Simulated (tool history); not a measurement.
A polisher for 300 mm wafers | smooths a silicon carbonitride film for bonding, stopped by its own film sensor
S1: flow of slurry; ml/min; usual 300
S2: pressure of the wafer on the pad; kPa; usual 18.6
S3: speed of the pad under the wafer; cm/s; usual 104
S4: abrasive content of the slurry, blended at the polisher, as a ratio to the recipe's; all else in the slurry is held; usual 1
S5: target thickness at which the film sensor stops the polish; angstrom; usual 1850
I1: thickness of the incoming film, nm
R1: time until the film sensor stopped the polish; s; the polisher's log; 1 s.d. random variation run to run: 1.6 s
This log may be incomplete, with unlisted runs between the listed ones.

| run | day | S1 | S2 | S3 | S4 | S5 | I1 | R1 |
|---|---|---|---|---|---|---|---|---|
| 1 | 0 | 300 | 18.6 | 104 | 1 | 1850 | 230 | 97.7 |
| 2 | 1.421 | 300 | 22.8 | 104 | 1 | 1850 | 229.6 | 79.8 |
|  | 2.35 | slurry nozzle cleaned |
| 3 | 2.529 | 300 | 18.6 | 104 | 1 | 1850 | 227.9 | 94.3 |
|  | 3.262 | slurry blender recalibrated |
| 4 | 3.683 | 300 | 18.6 | 104 | 1 | 1850 | 227.8 | 94.7 |
| 5 | 4.296 | 300 | 18.6 | 104 | 1.2 | 1850 | 234 | 97.4 |
| 6 | 4.892 | 300 | 18.6 | 104 | 1 | 1850 | 233.6 | 103.8 |
| 7 | 5.883 | 300 | 18.6 | 104 | 1 | 1850 | 228.9 | 94.1 |
| 8 | 6.658 | 300 | 18.6 | 104 | 1 | 1850 | 231.5 | 98.4 |
| 9 | 7.367 | 300 | 18.6 | 104 | 0.9 | 1790 | 228.3 | 110.5 |
|  | 8.233 | worn pad replaced by a new one |
| 10 | 8.467 | 300 | 18.6 | 104 | 1.25 | 1930 | 230.7 | 73.3 |
| 11 | 12.354 | 300 | 18.6 | 104 | 1 | 1850 | 229.8 | 95.7 |
|  | 13.025 | slurry blender recalibrated |
| 12 | 13.096 | 300 | 18.6 | 104 | 0.75 | 1850 | 228.7 | 108.1 |
| 13 | 13.717 | 375 | 15.2 | 104 | 1.3 | 1850 | 231.5 | 102.6 |
| 14 | 15.058 | 300 | 16.5 | 118 | 0.85 | 1700 | 229.7 | 143.9 |
| 15 | 16.108 | 300 | 18.6 | 86 | 1 | 1850 | 230.6 | 102.7 |
| 16 | 17.067 | 300 | 18.6 | 130 | 1 | 1850 | 224.8 | 70.5 |
| 17 | 17.738 | 300 | 18.6 | 104 | 0.9 | 1850 | 231.1 | 98.9 |
|  | 17.817 | slurry nozzle cleaned |
|  | 18.467 | worn pad replaced by a new one |
| 18 | 18.488 | 210 | 12.4 | 124 | 1.25 | 1850 | 232.3 | 118.6 |
|  | 19.108 | head pressure recalibrated |
| 19 | 19.317 | 245 | 15.9 | 104 | 1 | 1990 | 228.3 | 77.1 |
| 20 | 19.933 | 335 | 22.1 | 80 | 0.85 | 1850 | 228 | 104.2 |
| 21 | 21.383 | 300 | 24.1 | 80 | 1.25 | 1850 | 231.2 | 83.8 |
|  | 21.5 | slurry blender recalibrated |
| 22 | 21.892 | 300 | 18.6 | 114 | 0.8 | 1850 | 230.3 | 111.3 |
| 23 | 22.733 | 300 | 15.9 | 104 | 1 | 1850 | 234.2 | 131.5 |
| 24 | 23.767 | 300 | 18.6 | 104 | 1 | 1850 | 233.7 | 110.1 |
| 25 | 24.925 | 300 | 13.1 | 104 | 1.15 | 1850 | 230.8 | 135.6 |
| 26 | 26.3 | 300 | 13.1 | 104 | 0.7 | 1750 | 232.9 | 227.2 |
|  | 27.662 | worn pad replaced by a new one |
| 27 | 27.721 | 300 | 15.9 | 104 | 0.75 | 1790 | 227.7 | 156.7 |
| 28 | 28.942 | 300 | 13.1 | 104 | 1.2 | 1850 | 227 | 119.9 |
| 29 | 30.004 | 300 | 15.2 | 122 | 0.75 | 1970 | 231.8 | 104.6 |
| 30 | 30.571 | 300 | 18.6 | 104 | 1 | 1850 | 230.7 | 102.4 |

For each run, the measured value with the value that run would have given without the tool's hidden condition subtracted. The run-to-run variation is shared by both, the gauge scatter possibly not:
Hidden state at play: removal rate lost through wear of the pad, %; slurry flow missing at the pad, %; deviation of the head's pressure from its setpoint, %; abrasive missing from the slurry, %.
| run | R1 |
|---|---|
| 1 | -3.8 |
| 2 | -3.5 |
| 3 | -4.5 |
| 4 | -5 |
| 5 | -5.3 |
| 6 | -6 |
| 7 | -5.8 |
| 8 | -6.4 |
| 9 | -7.5 |
| 10 | -5.4 |
| 11 | -9 |
| 12 | -10.5 |
| 13 | -10.4 |
| 14 | -15.7 |
| 15 | -11.9 |
| 16 | -8.6 |
| 17 | -12.4 |
| 18 | -15.4 |
| 19 | -0.3 |
| 20 | -0.4 |
| 21 | -0.3 |
| 22 | -0.4 |
| 23 | -0.6 |
| 24 | -0.5 |
| 25 | -0.8 |
| 26 | -1.6 |
| 27 | -1.4 |
| 28 | -1.3 |
| 29 | -1.2 |
| 30 | -1.3 |
